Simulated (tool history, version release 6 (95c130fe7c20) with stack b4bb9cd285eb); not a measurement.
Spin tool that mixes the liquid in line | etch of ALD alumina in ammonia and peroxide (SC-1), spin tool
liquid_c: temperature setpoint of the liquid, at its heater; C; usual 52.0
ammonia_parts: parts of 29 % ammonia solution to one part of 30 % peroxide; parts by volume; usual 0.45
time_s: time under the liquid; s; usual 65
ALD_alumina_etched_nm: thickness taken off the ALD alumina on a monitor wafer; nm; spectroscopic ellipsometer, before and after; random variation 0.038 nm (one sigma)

run   hour  liquid_c  ammonia_parts  time_s  read-back film thickness of the ALD alumina reference wafer, read on the same gauge (nm)  ALD_alumina_etched_nm
  1    0.0      52.0           0.45      35                                                                                    100.01                   3.11
  2    6.5      52.0           0.45      65                                                                                    100.01                   5.74
  3   20.8      52.0           0.45      65                                                                                    100.01                   5.80
  4   26.9      52.0           0.45      80                                                                                     99.99                   7.07
  5   37.7      52.0           0.55      65                                                                                    100.00                   5.86
  6   51.4      52.0           0.55      65                                                                                    100.00                   5.87
  7   65.4      52.0           0.50      65                                                                                     99.98                   5.77
      82.2  -- heated supply line repaired
  8   83.3      52.0           0.55      25                                                                                    100.02                   2.26
  9   95.3      48.5           0.55      65                                                                                    100.03                   4.81
 10  103.6      52.0           0.45      40                                                                                    100.02                   3.55
 11  112.9      52.0           0.45      90                                                                                     99.98                   7.98
 12  125.9      44.0           0.55      30                                                                                     99.99                   1.73
     135.0  -- gauge calibrated
     163.2  -- ammonia flow meter replaced
 13  172.4      52.0           0.45      65                                                                                     99.99                   5.74
 14  182.7      47.5           0.45      65                                                                                     99.99                   4.49
     190.4  -- thermometer replaced
 15  196.2      47.5           0.45      65                                                                                     99.99                   4.44
 16  205.1      52.0           0.40      75                                                                                     99.96                   6.48
     217.0  -- new drum of ammonia solution connected
 17  220.1      59.5           0.60      30                                                                                     99.99                   4.04
 18  229.2      52.0           0.30      25                                                                                    100.01                   2.12
 19  241.1      52.0           0.60      65                                                                                    100.01                   5.96
 20  247.9      52.0           0.35      65                                                                                     99.98                   5.65
 21  261.7      49.0           0.55      45                                                                                     99.97                   3.41
 22  278.9      57.5           0.65      50                                                                                     99.99                   6.11
 23  286.6      44.5           0.40      50                                                                                    100.00                   2.86
 24  297.9      52.0           0.45      65                                                                                     99.98                   5.73
 25  305.2      47.5           0.45      65                                                                                     99.98                   4.50

Forecast each of these 4 alternatives for the next run:
  A  305.6      52.0           0.45      55                                                                                         ?                      ?
  B  305.6      55.5           0.45      75                                                                                         ?                      ?
  C  305.6      52.0           0.45      85                                                                                         ?                      ?
  D  305.6      47.5           0.60     105                                                                                         ?                      ?

run  read-back film thickness of the ALD alumina reference wafer, read on the same gauge (nm)  ALD_alumina_etched_nm
  A                                                                                    100.00                   4.81
  B                                                                                    100.00                   7.92
  C                                                                                    100.00                   7.44
  D                                                                                    100.00                   7.37
Without the tool's hidden state the same runs would have given:
run  ALD_alumina_etched_nm
  A                   4.81
  B                   7.92
  C                   7.44
  D                   7.37
